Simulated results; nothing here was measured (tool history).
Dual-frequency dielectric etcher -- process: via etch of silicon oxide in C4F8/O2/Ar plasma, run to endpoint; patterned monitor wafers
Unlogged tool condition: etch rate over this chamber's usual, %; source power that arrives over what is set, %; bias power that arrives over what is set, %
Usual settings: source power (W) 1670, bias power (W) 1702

run,day,source power (W),bias power (W),wafers since the last listed run,hours since the last wet clean,hours since the last source power generator calibration,hours since the last bias power generator calibration,hours since the last upper electrode change,"incoming incoming film thickness, nm",endpoint time (s)
1,0,1670,1702,0,310.5,1470.6,1952.9,5807.3,848.9,168.3
2,1.954,1770,1702,310,357.4,1517.5,1999.8,5854.2,850.1,164.8
3,3.979,1770,1702,321,406,1566.1,2048.4,5902.8,854,163.4
4,5.262,1670,1702,203,436.8,1596.9,2079.2,5933.6,848.4,165.9
5,6.371,1670,1702,176,463.4,1623.5,2105.8,5960.2,845.8,166.8
# day 9.846: wet clean of the chamber
6,9.867,1670,1702,396,0.5,1707.4,2189.7,6044.1,856.1,175.1
7,17.108,1430,1702,1151,174.3,1881.2,2363.5,6217.9,851.8,178.6
# day 18.188: upper electrode replaced
8,18.708,1320,1702,95,212.7,1919.6,2401.9,12.5,853,184.7
# day 19.8: bias power generator calibrated
9,20.767,1270,1809,300,262.1,1969,23.2,61.9,856.6,183.6
# day 21.633: source power generator calibrated
10,21.958,1770,1702,162,290.7,7.8,51.8,90.5,858.8,167.6
11,24.629,1290,1902,424,354.8,71.9,115.9,154.6,843.7,174.7
12,26.933,1940,2082,366,410.1,127.2,171.2,209.9,841.4,148
13,28.267,1510,1702,211,442.1,159.2,203.2,241.9,849.8,171.2
# day 30.529: wet clean of the chamber
14,30.7,1670,1702,227,4.1,217.6,261.6,300.3,852.2,172.7

Below are 5 alternative next runs, each starting from the tool's condition after run 14. Predict each:
A,30.721,1670,1702,3,4.6,218.1,262.1,300.8,855.6,?
B,30.721,1950,1590,3,4.6,218.1,262.1,300.8,855.6,?
C,30.721,1280,1306,3,4.6,218.1,262.1,300.8,855.6,?
D,30.721,1270,1306,3,4.6,218.1,262.1,300.8,855.6,?
E,30.721,1420,1702,3,4.6,218.1,262.1,300.8,855.6,?

run,endpoint time (s)
A,172.6
B,166.7
C,205.3
D,205.9
E,182.6
With no hidden state in the tool, these same runs would have given:
run,endpoint time (s)
A,173
B,167.1
C,205.9
D,206.5
E,183.1
